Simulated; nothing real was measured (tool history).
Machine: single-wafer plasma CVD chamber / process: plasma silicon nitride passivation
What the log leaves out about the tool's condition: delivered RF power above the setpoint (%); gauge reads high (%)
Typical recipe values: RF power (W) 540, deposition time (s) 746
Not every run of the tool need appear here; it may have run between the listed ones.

run,hour,RF power (W),deposition time (s),wafers since the last listed run,hours since the last RF generator calibration,hours since the showerhead was replaced,hours since the gauge calibration,"read-back reference wafer on the same gauge, thickness_nm",mean film thickness on the monitor wafer (nm)
1,0,490,746,0,843.9,3490.9,494.4,929.982,1049.665
2,128.4,490,746,276,972.3,3619.3,622.8,930.442,1042.697
3,178.3,540,861,107,1022.2,3669.2,672.7,929.985,1273.417
4,216.8,540,861,82,1060.7,3707.7,711.2,928.73,1270.076
5,264.6,540,861,103,1108.5,3755.5,759,929.622,1258.332
6,307.6,540,746,92,1151.5,3798.5,802,930.625,1097.295
7,464,540,746,337,1307.9,3954.9,958.4,929.319,1098.846
8,508.9,540,746,96,1352.8,3999.8,1003.3,930.098,1095.92
9,534.3,540,746,54,1378.2,4025.2,1028.7,930.445,1093.678
# hour 556.2: gauge calibrated
10,585.4,540,746,110,1429.3,4076.3,29.2,930.289,1092.417
11,623.3,465,672,81,1467.2,4114.2,67.1,930.235,909.972
12,683.9,465,672,130,1527.8,4174.8,127.7,930.29,900.995
13,751.8,465,672,146,1595.7,4242.7,195.6,930.137,902.862
14,789.2,565,655,80,1633.1,4280.1,233,929.241,969.507
15,857.3,585,847,146,1701.2,4348.2,301.1,929.72,1279.821
# hour 893.6: RF generator calibrated
16,905.7,540,863,87,12.1,4396.6,349.5,930.172,1285.181
# hour 952.4: showerhead replaced
17,977.6,540,657,137,84,25.2,421.4,930.329,973.537
18,1013.7,590,685,77,120.1,61.3,457.5,928.925,1062.451
19,1065.8,540,786,112,172.2,113.4,509.6,930.397,1171.315
20,1090.3,540,877,52,196.7,137.9,534.1,930.064,1307.175
21,1162.3,585,847,155,268.7,209.9,606.1,930.071,1313.12
22,1194.1,640,881,68,300.5,241.7,637.9,929.41,1422.171
23,1254.9,500,605,131,361.3,302.5,698.7,929.879,863.192
24,1304.1,540,746,106,410.5,351.7,747.9,928.955,1103.638
25,1374.6,450,746,151,481,422.2,818.4,929.737,1007.588
26,1412.3,540,816,81,518.7,459.9,856.1,929.713,1217.022
27,1567.2,590,685,333,673.6,614.8,1011,930.869,1065.355

5 options for the next run, each taken on its own from the tool as it stands now. Forecast them:
A,1567.8,540,626,1,674.2,615.4,1011.6,?,?
B,1567.8,500,705,1,674.2,615.4,1011.6,?,?
C,1567.8,615,601,1,674.2,615.4,1011.6,?,?
D,1567.8,440,647,1,674.2,615.4,1011.6,?,?
E,1567.8,570,848,1,674.2,615.4,1011.6,?,?

run,"read-back reference wafer on the same gauge, thickness_nm",mean film thickness on the monitor wafer (nm)
A,929.397,931.378
B,929.397,1007.547
C,929.397,952.716
D,929.397,859.786
E,929.397,1296.193
The same runs, with their run-to-run variation unchanged, on a tool lacking any hidden condition would have given:
run,mean film thickness on the monitor wafer (nm)
A,937.696
B,1014.382
C,959.179
D,865.618
E,1304.985
